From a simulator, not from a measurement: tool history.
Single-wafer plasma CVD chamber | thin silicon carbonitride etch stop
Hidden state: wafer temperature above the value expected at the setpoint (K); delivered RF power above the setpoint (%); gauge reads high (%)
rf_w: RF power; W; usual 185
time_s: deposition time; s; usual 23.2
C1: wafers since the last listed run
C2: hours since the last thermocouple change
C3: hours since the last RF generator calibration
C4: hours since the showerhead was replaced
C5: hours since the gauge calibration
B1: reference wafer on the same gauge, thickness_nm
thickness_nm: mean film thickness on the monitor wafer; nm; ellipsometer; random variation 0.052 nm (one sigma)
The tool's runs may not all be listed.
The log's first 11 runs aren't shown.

Run 12, hour 676.8: usual settings but rf_w 175 W; C1 1490; C2 2282.1; C3 2072.5; C4 2261.7; C5 1024.9; B1 12.712. Result: thickness_nm 12.340 nm.
Run 13, hour 710.4: usual settings but rf_w 175 W; C1 834; C2 2315.7; C3 2106.1; C4 2295.3; C5 1058.5; B1 12.697. Result: thickness_nm 12.316 nm.
Run 14, hour 737.1: usual settings but rf_w 200 W; C1 663; C2 2342.4; C3 2132.8; C4 2322.0; C5 1085.2; B1 12.695. Result: thickness_nm 12.830 nm.
Run 15, hour 798.9: usual settings but rf_w 200 W; C1 1535; C2 2404.2; C3 2194.6; C4 2383.8; C5 1147.0; B1 12.692. Result: thickness_nm 12.793 nm.
At hour 824.0: thermocouple changed; heater temperature recalibrated.
Run 16, hour 847.1: usual settings; C1 998; C2 23.1; C3 2242.8; C4 2432.0; C5 1195.2; B1 12.710. Result: thickness_nm 12.500 nm.
Run 17, hour 888.2: usual settings but rf_w 205 W; C1 1020; C2 64.2; C3 2283.9; C4 2473.1; C5 1236.3; B1 12.693. Result: thickness_nm 12.916 nm.
Run 18, hour 922.8: usual settings but rf_w 155 W, time_s 24.5 s; C1 859; C2 98.8; C3 2318.5; C4 2507.7; C5 1270.9; B1 12.699. Result: thickness_nm 12.402 nm.
At hour 946.9: showerhead replaced.
Run 19, hour 989.3: usual settings but rf_w 155 W; C1 1453; C2 165.3; C3 2385.0; C4 42.4; C5 1337.4; B1 12.689. Result: thickness_nm 11.839 nm.
Run 20, hour 1015.1: usual settings but rf_w 165 W; C1 640; C2 191.1; C3 2410.8; C4 68.2; C5 1363.2; B1 12.691. Result: thickness_nm 12.078 nm.
Run 21, hour 1071.2: usual settings; C1 1393; C2 247.2; C3 2466.9; C4 124.3; C5 1419.3; B1 12.702. Result: thickness_nm 12.485 nm.
Run 22, hour 1125.1: usual settings but time_s 25.7 s; C1 1338; C2 301.1; C3 2520.8; C4 178.2; C5 1473.2; B1 12.700. Result: thickness_nm 13.839 nm.
At hour 1173.6: RF generator calibrated.
Run 23, hour 1192.8: usual settings but rf_w 150 W, time_s 21.0 s; C1 1482; C2 368.8; C3 19.2; C4 245.9; C5 1540.9; B1 12.687. Result: thickness_nm 10.781 nm.
Run 24, hour 1249.0: usual settings; C1 1395; C2 425.0; C3 75.4; C4 302.1; C5 1597.1; B1 12.715. Result: thickness_nm 12.774 nm.
Run 25, hour 1295.6: usual settings but rf_w 150 W, time_s 27.6 s; C1 1157; C2 471.6; C3 122.0; C4 348.7; C5 1643.7; B1 12.713. Result: thickness_nm 14.236 nm.
Run 26, hour 1333.8: usual settings but rf_w 165 W, time_s 20.0 s; C1 948; C2 509.8; C3 160.2; C4 386.9; C5 1681.9; B1 12.700. Result: thickness_nm 10.612 nm.
At hour 1384.4: gauge calibrated.
Run 27, hour 1398.0: usual settings; C1 1594; C2 574.0; C3 224.4; C4 451.1; C5 13.6; B1 12.709. Result: thickness_nm 12.716 nm.
Run 28, hour 1610.1: usual settings but rf_w 215 W, time_s 26.9 s; C1 5268; C2 786.1; C3 436.5; C4 663.2; C5 225.7; B1 12.700. Result: thickness_nm 15.524 nm.
Run 29, hour 1652.6: usual settings but time_s 25.0 s; C1 1055; C2 828.6; C3 479.0; C4 705.7; C5 268.2; B1 12.707. Result: thickness_nm 13.744 nm.
Run 30, hour 1689.5: usual settings but rf_w 200 W, time_s 20.3 s; C1 916; C2 865.5; C3 515.9; C4 742.6; C5 305.1; B1 12.698. Result: thickness_nm 11.382 nm.
Run 31, hour 1731.0: usual settings but rf_w 170 W, time_s 18.8 s; C1 1030; C2 907.0; C3 557.4; C4 784.1; C5 346.6; B1 12.700. Result: thickness_nm 10.090 nm.
Run 32, hour 1779.0: usual settings but rf_w 165 W, time_s 20.1 s; C1 1192; C2 955.0; C3 605.4; C4 832.1; C5 394.6; B1 12.705. Result: thickness_nm 10.661 nm.
Run 33, hour 1815.3: usual settings but rf_w 215 W, time_s 26.8 s; C1 901; C2 991.3; C3 641.7; C4 868.4; C5 430.9; B1 12.687. Result: thickness_nm 15.217 nm.
Run 34, hour 1843.9: usual settings; C1 710; C2 1019.9; C3 670.3; C4 897.0; C5 459.5; B1 12.691. Result: thickness_nm 12.770 nm.
Run 35, hour 1869.6: usual settings; C1 638; C2 1045.6; C3 696.0; C4 922.7; C5 485.2; B1 12.695. Result: thickness_nm 12.684 nm.

4 ways to go on from here, each from the tool as it stands after run 35. What would each give?
Run A, hour 1870.0: usual settings but rf_w 160 W; C1 9; C2 1046.0; C3 696.4; C4 923.1; C5 485.6; B1 ?. Result: thickness_nm ?.
Run B, hour 1870.0: usual settings but rf_w 200 W, time_s 26.6 s; C1 9; C2 1046.0; C3 696.4; C4 923.1; C5 485.6; B1 ?. Result: thickness_nm ?.
Run C, hour 1870.0: usual settings but rf_w 205 W, time_s 20.5 s; C1 9; C2 1046.0; C3 696.4; C4 923.1; C5 485.6; B1 ?. Result: thickness_nm ?.
Run D, hour 1870.0: usual settings but rf_w 210 W, time_s 26.6 s; C1 9; C2 1046.0; C3 696.4; C4 923.1; C5 485.6; B1 ?. Result: thickness_nm ?.

run      B1  thickness_nm
  A  12.708        12.108
  B  12.708        14.863
  C  12.708        11.541
  D  12.708        15.086
Without the tool's hidden state the same runs would have given:
run  thickness_nm
  A        12.213
  B        14.992
  C        11.641
  D        15.216
